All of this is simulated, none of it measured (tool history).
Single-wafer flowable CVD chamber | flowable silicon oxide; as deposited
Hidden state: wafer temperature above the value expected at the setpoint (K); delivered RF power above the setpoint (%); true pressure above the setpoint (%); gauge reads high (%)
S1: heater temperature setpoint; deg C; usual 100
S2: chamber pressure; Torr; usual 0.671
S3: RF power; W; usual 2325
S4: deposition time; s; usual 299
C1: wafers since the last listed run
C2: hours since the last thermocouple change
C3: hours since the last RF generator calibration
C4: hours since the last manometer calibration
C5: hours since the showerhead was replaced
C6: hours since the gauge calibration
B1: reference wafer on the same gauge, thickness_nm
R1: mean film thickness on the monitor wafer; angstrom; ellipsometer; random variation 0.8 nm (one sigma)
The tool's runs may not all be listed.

run	day	S1	S2	S3	S4	C1	C2	C3	C4	C5	C6	B1	R1
1	0.000	100	0.671	2325	299	0	1493.2	825.0	949.2	3183.0	619.4	174.048	1497.61
2	3.354	105	0.671	2325	315	497	1573.7	905.5	1029.7	3263.5	699.9	173.851	1375.38
3	7.579	105	0.671	2325	315	626	1675.1	1006.9	1131.1	3364.9	801.3	173.838	1361.68
4	10.188	100	0.671	2325	299	386	1737.7	1069.5	1193.7	3427.5	863.9	173.803	1495.83
5	12.154	100	0.671	2325	299	291	1784.9	1116.7	1240.9	3474.7	911.1	174.238	1489.19
6	14.546	100	0.671	2325	299	354	1842.3	1174.1	1298.3	3532.1	968.5	173.866	1489.09
7	16.379	100	0.671	2325	299	271	1886.3	1218.1	1342.3	3576.1	1012.5	174.111	1504.84
# day 17.125: gauge calibrated
# day 18.233: thermocouple changed; heater temperature recalibrated
# day 20.729: showerhead replaced
8	28.817	100	0.671	2325	299	1746	254.0	1516.6	1640.8	194.1	280.6	173.943	1465.81
9	31.512	100	0.671	2325	299	399	318.7	1581.3	1705.5	258.8	345.3	174.020	1488.99
# day 33.217: RF generator calibrated
# day 34.383: capacitance manometer re-zeroed and calibrated
10	34.638	89	0.671	2705	299	364	393.7	34.1	6.1	333.8	420.3	173.915	2143.42
11	36.562	92	0.671	2325	299	285	439.9	80.3	52.3	380.0	466.5	173.913	1934.32
12	39.496	100	0.671	2025	299	435	510.3	150.7	122.7	450.4	536.9	173.894	1474.82
13	42.475	100	0.671	2715	299	441	581.8	222.2	194.2	521.9	608.4	174.119	1555.40
14	44.004	88	0.671	2325	299	226	618.5	258.9	230.9	558.6	645.1	174.080	2143.44

Forecast each of these 5 alternatives for the next run:
A	44.025	100	0.671	2535	299	3	619.0	259.4	231.4	559.1	645.6	?	?
B	44.025	86	0.671	1970	259	3	619.0	259.4	231.4	559.1	645.6	?	?
C	44.025	95	0.671	2550	299	3	619.0	259.4	231.4	559.1	645.6	?	?
D	44.025	107	0.671	2325	249	3	619.0	259.4	231.4	559.1	645.6	?	?
E	44.025	100	0.671	1880	299	3	619.0	259.4	231.4	559.1	645.6	?	?

run	B1	R1
A	174.021	1536.93
B	174.021	1879.04
C	174.021	1776.10
D	174.021	1024.24
E	174.021	1433.08
Without the tool's hidden state the same runs would have given:
run	R1
A	1551.32
B	1896.63
C	1792.72
D	1033.82
E	1446.49
